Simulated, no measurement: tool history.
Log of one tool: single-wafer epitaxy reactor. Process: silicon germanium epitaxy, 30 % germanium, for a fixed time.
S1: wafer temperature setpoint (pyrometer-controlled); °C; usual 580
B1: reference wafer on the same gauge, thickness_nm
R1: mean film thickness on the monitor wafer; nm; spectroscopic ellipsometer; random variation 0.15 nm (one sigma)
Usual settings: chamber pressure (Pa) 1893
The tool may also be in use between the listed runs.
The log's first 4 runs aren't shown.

run 5 hour=99 | S1=580 chamber_pressure_(Pa)=1893 | B1=30.082 | R1=33.162
run 6 hour=119 | S1=580 chamber_pressure_(Pa)=1893 | B1=30.093 | R1=33.403
run 7 hour=133.5 | S1=580 chamber_pressure_(Pa)=1893 | B1=30.117 | R1=33.194
run 8 hour=155.2 | S1=580 chamber_pressure_(Pa)=1893 | B1=30.108 | R1=33.412
run 9 hour=175.2 | S1=580 chamber_pressure_(Pa)=1893 | B1=30.108 | R1=33.535
-- hour=188.7 showerhead replaced, of another model than before
run 10 hour=194.4 | S1=580 chamber_pressure_(Pa)=1893 | B1=30.098 | R1=33.142
run 11 hour=208.8 | S1=576 chamber_pressure_(Pa)=1893 | B1=30.091 | R1=30.974
run 12 hour=232.6 | S1=580 chamber_pressure_(Pa)=2106 | B1=30.1 | R1=35.438
run 13 hour=261.1 | S1=580 chamber_pressure_(Pa)=1693 | B1=30.095 | R1=30.552
run 14 hour=288.6 | S1=580 chamber_pressure_(Pa)=1893 | B1=30.086 | R1=33.314
run 15 hour=307.6 | S1=573 chamber_pressure_(Pa)=1520 | B1=30.131 | R1=25.309
run 16 hour=323.1 | S1=591 chamber_pressure_(Pa)=1640 | B1=30.113 | R1=35.809
run 17 hour=356.3 | S1=586 chamber_pressure_(Pa)=1893 | B1=30.076 | R1=36.306
run 18 hour=382.9 | S1=580 chamber_pressure_(Pa)=1893 | B1=30.105 | R1=32.942
run 19 hour=399.6 | S1=584 chamber_pressure_(Pa)=1893 | B1=30.117 | R1=35.585
-- hour=411 gauge calibrated
run 20 hour=413.4 | S1=575 chamber_pressure_(Pa)=1893 | B1=30.103 | R1=30.315
run 21 hour=434.1 | S1=580 chamber_pressure_(Pa)=1893 | B1=30.107 | R1=32.821
run 22 hour=451.6 | S1=580 chamber_pressure_(Pa)=1427 | B1=30.095 | R1=27.096
run 23 hour=486.7 | S1=580 chamber_pressure_(Pa)=2360 | B1=30.101 | R1=37.777
run 24 hour=504.2 | S1=580 chamber_pressure_(Pa)=1893 | B1=30.12 | R1=33.037
run 25 hour=522.2 | S1=580 chamber_pressure_(Pa)=1893 | B1=30.101 | R1=33.118
run 26 hour=602.2 | S1=593 chamber_pressure_(Pa)=1893 | B1=30.094 | R1=40.703

Run 27 comes next. What will it give?
run 27 hour=636.8 | S1=580 chamber_pressure_(Pa)=1893 | B1=? | R1=?

B1: 30.061
R1: 32.775 nm
Without the tool's hidden state the same run would have given R1 33.459 nm.

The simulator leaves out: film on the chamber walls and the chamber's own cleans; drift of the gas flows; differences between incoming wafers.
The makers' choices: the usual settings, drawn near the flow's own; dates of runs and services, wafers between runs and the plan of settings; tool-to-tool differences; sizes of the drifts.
